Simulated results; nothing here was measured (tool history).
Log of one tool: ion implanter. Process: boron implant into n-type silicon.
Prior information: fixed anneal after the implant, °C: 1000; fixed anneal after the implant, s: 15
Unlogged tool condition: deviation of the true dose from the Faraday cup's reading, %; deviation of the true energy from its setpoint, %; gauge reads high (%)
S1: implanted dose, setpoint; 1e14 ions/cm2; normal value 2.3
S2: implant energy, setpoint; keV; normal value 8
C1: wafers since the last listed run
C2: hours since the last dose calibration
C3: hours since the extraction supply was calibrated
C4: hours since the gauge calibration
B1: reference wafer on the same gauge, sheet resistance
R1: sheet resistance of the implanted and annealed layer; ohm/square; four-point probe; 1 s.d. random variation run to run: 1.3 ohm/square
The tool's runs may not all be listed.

{"run": 1, "hour": 0.0, "S1": 2.67, "S2": 8, "C1": 0, "C2": 1518.7, "C3": 5091.4, "C4": 852.3, "B1": 456.82, "R1": 386.21}
{"run": 2, "hour": 50.8, "S1": 2.67, "S2": 8, "C1": 799, "C2": 1569.5, "C3": 5142.2, "C4": 903.1, "B1": 456.64, "R1": 383.85}
{"run": 3, "hour": 76.8, "S1": 1.86, "S2": 8, "C1": 409, "C2": 1595.5, "C3": 5168.2, "C4": 929.1, "B1": 456.73, "R1": 514.63}
{"run": 4, "hour": 106.6, "S1": 1.86, "S2": 8, "C1": 468, "C2": 1625.3, "C3": 5198, "C4": 958.9, "B1": 456.85, "R1": 517.45}
{"run": 5, "hour": 148.7, "S1": 2.3, "S2": 8, "C1": 662, "C2": 1667.4, "C3": 5240.1, "C4": 1001, "B1": 456.63, "R1": 433.33}
{"run": 6, "hour": 207.4, "S1": 2.3, "S2": 8, "C1": 923, "C2": 1726.1, "C3": 5298.8, "C4": 1059.7, "B1": 456.43, "R1": 433.32}
{"run": 7, "hour": 252.3, "S1": 2.3, "S2": 8, "C1": 706, "C2": 1771, "C3": 5343.7, "C4": 1104.6, "B1": 456.17, "R1": 434.65}
{"run": 8, "hour": 307.0, "S1": 2.3, "S2": 8, "C1": 860, "C2": 1825.7, "C3": 5398.4, "C4": 1159.3, "B1": 455.63, "R1": 436.76}
{"run": 9, "hour": 343.0, "S1": 2.3, "S2": 8, "C1": 566, "C2": 1861.7, "C3": 5434.4, "C4": 1195.3, "B1": 455.68, "R1": 434.12}
{"hour": 395.4, "done": "Faraday cup replaced and dose calibrated"}
{"hour": 409.7, "done": "extraction supply calibrated"}
{"run": 10, "hour": 410.2, "S1": 2.3, "S2": 8, "C1": 805, "C2": 14.8, "C3": 0.5, "C4": 1262.5, "B1": 455.61, "R1": 433.4}
{"run": 11, "hour": 438.9, "S1": 2.3, "S2": 8, "C1": 451, "C2": 43.5, "C3": 29.2, "C4": 1291.2, "B1": 455.68, "R1": 432.86}
{"run": 12, "hour": 476.4, "S1": 2.66, "S2": 8, "C1": 590, "C2": 81, "C3": 66.7, "C4": 1328.7, "B1": 455.51, "R1": 384.59}
{"run": 13, "hour": 509.8, "S1": 2.3, "S2": 6, "C1": 525, "C2": 114.4, "C3": 100.1, "C4": 1362.1, "B1": 454.9, "R1": 449.06}
{"hour": 518.4, "done": "gauge calibrated"}
{"run": 14, "hour": 558.3, "S1": 2.3, "S2": 6, "C1": 763, "C2": 162.9, "C3": 148.6, "C4": 39.9, "B1": 467.27, "R1": 460.93}
{"run": 15, "hour": 594.5, "S1": 1.8, "S2": 8, "C1": 569, "C2": 199.1, "C3": 184.8, "C4": 76.1, "B1": 465.79, "R1": 538.57}
{"run": 16, "hour": 650.4, "S1": 1.8, "S2": 8, "C1": 879, "C2": 255, "C3": 240.7, "C4": 132, "B1": 465.27, "R1": 538.71}
{"run": 17, "hour": 712.9, "S1": 1.8, "S2": 8, "C1": 983, "C2": 317.5, "C3": 303.2, "C4": 194.5, "B1": 464.76, "R1": 537.67}
{"run": 18, "hour": 783.4, "S1": 2.61, "S2": 8, "C1": 1109, "C2": 388, "C3": 373.7, "C4": 265, "B1": 463.38, "R1": 397.03}
{"run": 19, "hour": 811.5, "S1": 2.3, "S2": 8, "C1": 442, "C2": 416.1, "C3": 401.8, "C4": 293.1, "B1": 462.42, "R1": 440.29}
{"run": 20, "hour": 863.3, "S1": 2.3, "S2": 8, "C1": 815, "C2": 467.9, "C3": 453.6, "C4": 344.9, "B1": 462.08, "R1": 436.65}
{"run": 21, "hour": 896.8, "S1": 2.3, "S2": 10, "C1": 527, "C2": 501.4, "C3": 487.1, "C4": 378.4, "B1": 461.63, "R1": 426.57}
{"run": 22, "hour": 1086.5, "S1": 2.63, "S2": 5.5, "C1": 2984, "C2": 691.1, "C3": 676.8, "C4": 568.1, "B1": 459.68, "R1": 408.01}
{"run": 23, "hour": 1130.5, "S1": 2.53, "S2": 10, "C1": 692, "C2": 735.1, "C3": 720.8, "C4": 612.1, "B1": 459.29, "R1": 393.43}
{"run": 24, "hour": 1156.3, "S1": 2.3, "S2": 9, "C1": 405, "C2": 760.9, "C3": 746.6, "C4": 637.9, "B1": 459.28, "R1": 431.33}
{"run": 25, "hour": 1210.2, "S1": 1.92, "S2": 10.5, "C1": 848, "C2": 814.8, "C3": 800.5, "C4": 691.8, "B1": 459.05, "R1": 488.66}
{"run": 26, "hour": 1242.4, "S1": 2.48, "S2": 8, "C1": 506, "C2": 847, "C3": 832.7, "C4": 724, "B1": 458.23, "R1": 409.47}
{"run": 27, "hour": 1313.7, "S1": 2.84, "S2": 10.5, "C1": 1121, "C2": 918.3, "C3": 904, "C4": 795.3, "B1": 457.67, "R1": 354.24}
{"run": 28, "hour": 1347.3, "S1": 2.3, "S2": 8, "C1": 528, "C2": 951.9, "C3": 937.6, "C4": 828.9, "B1": 458.36, "R1": 435.1}
{"run": 29, "hour": 1393.1, "S1": 1.73, "S2": 9, "C1": 720, "C2": 997.7, "C3": 983.4, "C4": 874.7, "B1": 457.73, "R1": 542.18}
{"run": 30, "hour": 1434.1, "S1": 2.3, "S2": 8, "C1": 645, "C2": 1038.7, "C3": 1024.4, "C4": 915.7, "B1": 457.32, "R1": 435.43}
{"run": 31, "hour": 1497.3, "S1": 1.66, "S2": 6, "C1": 994, "C2": 1101.9, "C3": 1087.6, "C4": 978.9, "B1": 457.79, "R1": 584.32}
{"run": 32, "hour": 1545.5, "S1": 2.3, "S2": 8, "C1": 758, "C2": 1150.1, "C3": 1135.8, "C4": 1027.1, "B1": 457.16, "R1": 434.95}

Run 33 has not been measured yet. What should we expect?
{"run": 33, "hour": 1591.0, "S1": 2.3, "S2": 8, "C1": 715, "C2": 1195.6, "C3": 1181.3, "C4": 1072.6, "B1": "?", "R1": "?"}

B1: 457.19
R1: 434.89 ohm/square
With the hidden condition absent and the run-to-run variation left alone, this run would have shown R1 445.32 ohm/square.

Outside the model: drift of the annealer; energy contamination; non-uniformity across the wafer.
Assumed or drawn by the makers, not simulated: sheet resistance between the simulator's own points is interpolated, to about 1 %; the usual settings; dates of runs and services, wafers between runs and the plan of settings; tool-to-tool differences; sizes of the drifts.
